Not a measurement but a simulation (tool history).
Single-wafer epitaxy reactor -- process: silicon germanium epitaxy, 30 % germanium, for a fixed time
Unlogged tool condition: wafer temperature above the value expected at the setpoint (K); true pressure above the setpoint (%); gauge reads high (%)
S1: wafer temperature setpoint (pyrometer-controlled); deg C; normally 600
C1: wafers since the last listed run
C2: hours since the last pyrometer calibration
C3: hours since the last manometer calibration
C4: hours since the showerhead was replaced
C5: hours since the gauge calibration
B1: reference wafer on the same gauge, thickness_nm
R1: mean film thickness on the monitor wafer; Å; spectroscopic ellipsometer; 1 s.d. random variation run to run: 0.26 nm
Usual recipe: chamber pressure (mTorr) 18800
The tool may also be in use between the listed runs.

{"run": 1, "day": 0.0, "S1": 608, "chamber pressure (mTorr)": 16600, "C1": 0, "C2": 1137.5, "C3": 1103.0, "C4": 4792.3, "C5": 549.5, "B1": 56.644, "R1": 606.03}
{"day": 4.262, "done": "capacitance manometer re-zeroed and calibrated"}
{"run": 2, "day": 4.283, "S1": 600, "chamber pressure (mTorr)": 18800, "C1": 1344, "C2": 1240.3, "C3": 0.5, "C4": 4895.1, "C5": 652.3, "B1": 56.563, "R1": 564.51}
{"run": 3, "day": 6.612, "S1": 600, "chamber pressure (mTorr)": 18800, "C1": 792, "C2": 1296.2, "C3": 56.4, "C4": 4951.0, "C5": 708.2, "B1": 56.574, "R1": 561.39}
{"run": 4, "day": 8.146, "S1": 600, "chamber pressure (mTorr)": 18800, "C1": 521, "C2": 1333.0, "C3": 93.2, "C4": 4987.8, "C5": 745.0, "B1": 56.592, "R1": 559.28}
{"run": 5, "day": 12.467, "S1": 600, "chamber pressure (mTorr)": 15900, "C1": 1470, "C2": 1436.7, "C3": 196.9, "C4": 5091.5, "C5": 848.7, "B1": 56.589, "R1": 535.47}
{"run": 6, "day": 14.038, "S1": 600, "chamber pressure (mTorr)": 18800, "C1": 534, "C2": 1474.4, "C3": 234.6, "C4": 5129.2, "C5": 886.4, "B1": 56.571, "R1": 557.17}
{"run": 7, "day": 17.629, "S1": 600, "chamber pressure (mTorr)": 16200, "C1": 1222, "C2": 1560.6, "C3": 320.8, "C4": 5215.4, "C5": 972.6, "B1": 56.655, "R1": 531.98}
{"run": 8, "day": 20.629, "S1": 600, "chamber pressure (mTorr)": 16200, "C1": 1021, "C2": 1632.6, "C3": 392.8, "C4": 5287.4, "C5": 1044.6, "B1": 56.612, "R1": 528.05}
{"run": 9, "day": 22.371, "S1": 600, "chamber pressure (mTorr)": 18800, "C1": 592, "C2": 1674.4, "C3": 434.6, "C4": 5329.2, "C5": 1086.4, "B1": 56.549, "R1": 554.47}
{"run": 10, "day": 26.467, "S1": 600, "chamber pressure (mTorr)": 18800, "C1": 1394, "C2": 1772.7, "C3": 532.9, "C4": 5427.5, "C5": 1184.7, "B1": 56.565, "R1": 556.67}
{"run": 11, "day": 28.529, "S1": 600, "chamber pressure (mTorr)": 18800, "C1": 702, "C2": 1822.2, "C3": 582.4, "C4": 5477.0, "C5": 1234.2, "B1": 56.661, "R1": 557.26}
{"run": 12, "day": 31.096, "S1": 600, "chamber pressure (mTorr)": 18800, "C1": 873, "C2": 1883.8, "C3": 644.0, "C4": 5538.6, "C5": 1295.8, "B1": 56.581, "R1": 551.38}
{"day": 34.558, "done": "showerhead replaced"}
{"run": 13, "day": 34.579, "S1": 590, "chamber pressure (mTorr)": 16000, "C1": 1072, "C2": 1967.4, "C3": 727.6, "C4": 0.5, "C5": 1379.4, "B1": 56.641, "R1": 440.32}
{"run": 14, "day": 38.996, "S1": 609, "chamber pressure (mTorr)": 14300, "C1": 1503, "C2": 2073.4, "C3": 833.6, "C4": 106.5, "C5": 1485.4, "B1": 56.664, "R1": 589.72}
{"run": 15, "day": 40.538, "S1": 600, "chamber pressure (mTorr)": 18800, "C1": 524, "C2": 2110.4, "C3": 870.6, "C4": 143.5, "C5": 1522.4, "B1": 56.602, "R1": 553.99}
{"run": 16, "day": 44.067, "S1": 600, "chamber pressure (mTorr)": 18800, "C1": 1201, "C2": 2195.1, "C3": 955.3, "C4": 228.2, "C5": 1607.1, "B1": 56.663, "R1": 550.46}
{"day": 47.425, "done": "pyrometer calibrated"}
{"run": 17, "day": 48.458, "S1": 591, "chamber pressure (mTorr)": 17500, "C1": 1381, "C2": 24.8, "C3": 1060.7, "C4": 333.6, "C5": 1712.5, "B1": 56.624, "R1": 460.77}
{"day": 51.654, "done": "gauge calibrated"}
{"run": 18, "day": 51.85, "S1": 589, "chamber pressure (mTorr)": 18800, "C1": 1154, "C2": 106.2, "C3": 1142.1, "C4": 415.0, "C5": 4.7, "B1": 56.586, "R1": 456.47}
{"day": 55.858, "done": "capacitance manometer re-zeroed and calibrated"}
{"run": 19, "day": 63.462, "S1": 600, "chamber pressure (mTorr)": 20700, "C1": 3839, "C2": 384.9, "C3": 182.5, "C4": 693.7, "C5": 283.4, "B1": 56.566, "R1": 571.86}
{"run": 20, "day": 66.271, "S1": 600, "chamber pressure (mTorr)": 16900, "C1": 955, "C2": 452.3, "C3": 249.9, "C4": 761.1, "C5": 350.8, "B1": 56.68, "R1": 537.45}
{"run": 21, "day": 68.5, "S1": 593, "chamber pressure (mTorr)": 22800, "C1": 758, "C2": 505.8, "C3": 303.4, "C4": 814.6, "C5": 404.3, "B1": 56.603, "R1": 522.23}
{"run": 22, "day": 70.667, "S1": 594, "chamber pressure (mTorr)": 14300, "C1": 737, "C2": 557.8, "C3": 355.4, "C4": 866.6, "C5": 456.3, "B1": 56.651, "R1": 460.91}

Consider 4 possible next runs. They are alternatives, not a sequence: every one starts from the tool as it was left by run 22. What does each give?
{"run": "A", "day": 70.683, "S1": 600, "chamber pressure (mTorr)": 14400, "C1": 5, "C2": 558.2, "C3": 355.8, "C4": 867.0, "C5": 456.7, "B1": "?", "R1": "?"}
{"run": "B", "day": 70.683, "S1": 585, "chamber pressure (mTorr)": 22900, "C1": 5, "C2": 558.2, "C3": 355.8, "C4": 867.0, "C5": 456.7, "B1": "?", "R1": "?"}
{"run": "C", "day": 70.683, "S1": 610, "chamber pressure (mTorr)": 16200, "C1": 5, "C2": 558.2, "C3": 355.8, "C4": 867.0, "C5": 456.7, "B1": "?", "R1": "?"}
{"run": "D", "day": 70.683, "S1": 614, "chamber pressure (mTorr)": 18800, "C1": 5, "C2": 558.2, "C3": 355.8, "C4": 867.0, "C5": 456.7, "B1": "?", "R1": "?"}

run=A B1=56.665 R1=514.66
run=B B1=56.665 R1=454.11
run=C B1=56.665 R1=629.42
run=D B1=56.665 R1=702.13
Had the tool no hidden state, the same runs would have come out as:
run=A R1=521.82
run=B R1=460.44
run=C R1=638.19
run=D R1=711.91

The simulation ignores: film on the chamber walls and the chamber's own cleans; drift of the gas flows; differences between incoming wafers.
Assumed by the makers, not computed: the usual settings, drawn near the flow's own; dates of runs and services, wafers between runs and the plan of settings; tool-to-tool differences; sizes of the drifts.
